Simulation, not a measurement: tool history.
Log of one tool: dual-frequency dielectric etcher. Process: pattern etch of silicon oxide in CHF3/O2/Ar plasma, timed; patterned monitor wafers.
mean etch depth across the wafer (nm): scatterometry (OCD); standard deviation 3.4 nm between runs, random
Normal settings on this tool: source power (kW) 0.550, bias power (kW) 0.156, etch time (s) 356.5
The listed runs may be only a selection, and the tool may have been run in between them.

run	hour	source power (kW)	bias power (kW)	etch time (s)	read-back reference wafer on the same gauge, depth_nm	mean etch depth across the wafer (nm)
1	0.0	0.440	0.156	356.5	664.6	547.5
2	11.4	0.500	0.156	356.5	664.0	568.2
3	24.0	0.550	0.156	356.5	665.4	584.7
4	34.1	0.650	0.156	356.5	664.1	610.1
5	51.5	0.650	0.156	356.5	665.8	614.1
# hour 83.1: bias power generator calibrated
6	83.6	0.650	0.156	356.5	665.2	605.4
7	97.1	0.550	0.156	356.5	664.6	576.9
# hour 131.4: wet clean of the chamber
8	131.9	0.550	0.156	356.5	665.4	604.1
9	132.4	0.550	0.156	356.5	665.1	605.3
10	139.5	0.550	0.156	356.5	664.2	602.3
11	145.8	0.550	0.156	356.5	665.9	607.5
# hour 150.6: gauge calibrated
12	157.8	0.550	0.156	356.5	665.4	607.9
# hour 167.6: source power generator calibrated
# hour 192.1: upper electrode replaced
13	192.6	0.590	0.122	307.5	664.5	500.0
14	193.1	0.550	0.131	389.5	664.9	628.1
15	198.8	0.550	0.142	356.5	664.9	588.4
16	215.9	0.430	0.156	324.0	664.5	511.5
17	223.8	0.550	0.119	356.5	664.8	554.1
18	231.7	0.550	0.156	356.5	664.8	593.8
19	238.8	0.550	0.174	356.5	665.0	612.8
20	251.8	0.430	0.142	431.5	665.5	658.8

Forecast each of these 5 alternatives for the next run:
A	252.3	0.550	0.156	356.5	?	?
B	252.3	0.450	0.156	458.0	?	?
C	252.3	0.620	0.156	356.5	?	?
D	252.3	0.640	0.128	428.0	?	?
E	252.3	0.550	0.156	290.0	?	?

run	read-back reference wafer on the same gauge, depth_nm	mean etch depth across the wafer (nm)
A	665.3	596.2
B	665.3	722.3
C	665.3	618.2
D	665.3	713.5
E	665.3	484.9
Without the tool's hidden state the same runs would have given:
run	mean etch depth across the wafer (nm)
A	602.3
B	729.7
C	624.6
D	720.8
E	489.9
